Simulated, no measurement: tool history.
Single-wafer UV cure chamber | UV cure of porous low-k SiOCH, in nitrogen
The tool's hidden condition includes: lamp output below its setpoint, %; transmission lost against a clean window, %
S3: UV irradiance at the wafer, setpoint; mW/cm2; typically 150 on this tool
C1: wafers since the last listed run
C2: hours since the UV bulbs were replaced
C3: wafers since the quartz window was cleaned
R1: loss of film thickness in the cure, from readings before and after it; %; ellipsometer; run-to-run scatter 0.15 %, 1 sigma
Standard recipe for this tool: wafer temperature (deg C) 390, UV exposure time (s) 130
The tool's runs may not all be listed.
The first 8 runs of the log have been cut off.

Run 9, hour 646.5: usual settings; C1 1087; C2 2419.1; C3 1558. Result: R1 10.510 %.
At hour 707.5: UV bulbs replaced.
Run 10, hour 745.4: usual settings; C1 937; C2 37.9; C3 2495. Result: R1 10.431 %.
Run 11, hour 943.0: usual settings but wafer temperature (deg C) 400, S3 178 mW/cm2; C1 2037; C2 235.5; C3 4532. Result: R1 10.802 %.
At hour 990.7: quartz window cleaned.
Run 12, hour 1043.4: usual settings; C1 952; C2 335.9; C3 543. Result: R1 10.788 %.
Run 13, hour 1097.3: usual settings; C1 555; C2 389.8; C3 1099. Result: R1 10.691 %.
Run 14, hour 1191.8: usual settings but S3 162 mW/cm2; C1 974; C2 484.3; C3 2073. Result: R1 10.774 %.
Run 15, hour 1264.8: usual settings but S3 162 mW/cm2; C1 752; C2 557.3; C3 2826. Result: R1 10.756 %.
Run 16, hour 1336.1: usual settings but S3 137 mW/cm2; C1 735; C2 628.6; C3 3561. Result: R1 9.777 %.
At hour 1416.3: quartz window cleaned.
Run 17, hour 1420.9: usual settings but S3 162 mW/cm2; C1 791; C2 713.4; C3 47. Result: R1 10.759 %.
Run 18, hour 1509.4: usual settings but wafer temperature (deg C) 406, UV exposure time (s) 55, S3 170 mW/cm2; C1 912; C2 801.9; C3 960. Result: R1 7.909 %.
Run 19, hour 1568.3: usual settings but wafer temperature (deg C) 383, UV exposure time (s) 155, S3 180 mW/cm2; C1 607; C2 860.8; C3 1567. Result: R1 12.024 %.
Run 20, hour 1609.0: usual settings but UV exposure time (s) 65; C1 419; C2 901.5; C3 1987. Result: R1 7.511 %.
Run 21, hour 1662.3: usual settings; C1 549; C2 954.8; C3 2536. Result: R1 10.351 %.
Run 22, hour 1717.4: usual settings but wafer temperature (deg C) 395; C1 568; C2 1009.9; C3 3104. Result: R1 10.443 %.
Run 23, hour 1780.0: usual settings but wafer temperature (deg C) 374, UV exposure time (s) 80; C1 645; C2 1072.5; C3 3750. Result: R1 7.862 %.
At hour 1841.2: quartz window cleaned.
Run 24, hour 1887.4: usual settings but wafer temperature (deg C) 377, UV exposure time (s) 55; C1 1024; C2 1179.9; C3 476. Result: R1 6.902 %.

What does the tool deliver on the next run?
Run 25, hour 1952.9: usual settings but wafer temperature (deg C) 405, S3 112 mW/cm2; C1 675; C2 1245.4; C3 1151. Result: R1 ?.

{"run 25": {"R1": 9.562}}
Without the tool's hidden state the same run would have given R1 9.656 %.
